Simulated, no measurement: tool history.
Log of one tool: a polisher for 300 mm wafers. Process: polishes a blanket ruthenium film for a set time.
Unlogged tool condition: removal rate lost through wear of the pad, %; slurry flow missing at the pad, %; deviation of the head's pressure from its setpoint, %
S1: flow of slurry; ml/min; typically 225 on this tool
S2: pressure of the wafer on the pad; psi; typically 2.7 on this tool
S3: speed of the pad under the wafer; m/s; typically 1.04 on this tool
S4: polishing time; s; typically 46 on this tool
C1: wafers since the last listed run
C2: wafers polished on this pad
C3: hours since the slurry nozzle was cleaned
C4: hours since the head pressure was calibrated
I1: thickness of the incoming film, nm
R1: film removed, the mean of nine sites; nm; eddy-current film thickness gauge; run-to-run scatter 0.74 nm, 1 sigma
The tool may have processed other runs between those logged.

run,hour,S1,S2,S3,S4,C1,C2,C3,C4,I1,R1
1,0,225,2.7,1.04,46,0,1206,102,400,439.5,58.4
2,13.5,225,2.7,0.8,46,123,1330,115.5,413.5,444.7,43.3
# hour 39.7: worn pad replaced by a new one
3,44.2,225,2.7,0.8,46,243,41,146.2,444.2,432.7,43.9
# hour 50.4: head pressure recalibrated
4,68.5,225,2.7,1.12,46,203,244,170.5,18.1,434.6,67.7
5,95.3,225,2.7,1.12,46,244,488,197.3,44.9,442.4,66
6,114.7,225,2.7,1.12,46,176,665,216.7,64.3,443.9,65.1
# hour 121.2: slurry nozzle cleaned
7,148.1,225,2.7,1.04,46,295,961,26.9,97.7,439.3,60.3
8,175.1,225,2.7,1.04,46,246,1207,53.9,124.7,436.8,60.8
# hour 194.1: worn pad replaced by a new one
9,194.6,225,2.7,1.04,46,141,4,73.4,144.2,447.7,58.6
10,206.5,225,2.7,1.04,46,108,112,85.3,156.1,438.2,58.7
11,229,265,2.7,1.04,46,205,317,107.8,178.6,439.3,60.1
12,299.8,175,2.1,1.04,46,645,963,178.6,249.4,436.9,45.7
13,324.3,175,2.1,1.04,46,223,1186,203.1,273.9,443.6,43.4
# hour 339.1: slurry nozzle cleaned
14,339.5,260,2.3,1.04,46,129,1316,0.4,289.1,445.9,49.2
# hour 354.3: worn pad replaced by a new one
15,372.9,260,2.3,1.04,46,268,169,33.8,322.5,439.6,49.1
16,404,260,2.3,1.04,46,283,452,64.9,353.6,442.8,49.5
17,436,175,3.4,1.22,37,291,744,96.9,385.6,433.9,66.8
# hour 495.9: head pressure recalibrated
18,497,225,2.7,1.04,46,537,1282,157.9,1.1,432.9,63.2
19,513.8,195,2.7,1.14,46,153,1435,174.7,17.9,436.9,70
# hour 529.7: worn pad replaced by a new one
20,534.3,265,2.7,1.36,53,150,42,195.2,38.4,447.9,94
21,550.9,225,2.7,1.04,46,151,193,211.8,55,435.8,62.8
22,569.5,165,2.7,1.04,41,169,363,230.4,73.6,435.5,54.5
23,596,170,2.5,1.3,46,241,604,256.9,100.1,434.4,67.8
# hour 611.3: slurry nozzle cleaned
24,620.5,225,2.9,0.76,34,214,819,9.2,124.6,439.5,35.1
25,647.8,185,2.7,1.04,46,248,1068,36.5,151.9,434.6,59.9
# hour 678.3: worn pad replaced by a new one
26,678.8,180,2.7,1.04,46,246,4,67.5,182.9,431.1,59
27,695,225,2.7,1.24,46,147,152,83.7,199.1,439,72.1
28,726.9,255,2.2,1.28,46,290,443,115.6,231,444.4,59.1
29,743,225,2.7,1.2,46,146,589,131.7,247.1,441.3,68.2
30,765.6,225,2.7,1.04,46,206,796,154.3,269.7,437.3,58
31,784.9,225,2.7,1.04,46,175,972,173.6,289,442.5,58.2
32,805.6,225,2.7,1.04,46,188,1160,194.3,309.7,437.4,59.6
33,821.2,180,2.7,1.04,46,142,1303,209.9,325.3,439.7,57.1

Alternative continuations, all from the tool just after run 33; predict every row:
A,821.6,225,2.7,1.04,33,3,1306,210.3,325.7,445,?
B,821.6,260,3.1,0.8,46,3,1306,210.3,325.7,445,?
C,821.6,225,2.7,0.82,32,3,1306,210.3,325.7,445,?
D,821.6,300,2.2,0.92,55,3,1306,210.3,325.7,445,?

run,R1
A,42.1
B,52.4
C,32.2
D,51.6
Take away the tool's hidden state, keep each run's random variation, and the runs would have read:
run,R1
A,45.9
B,57.1
C,35.1
D,56.2
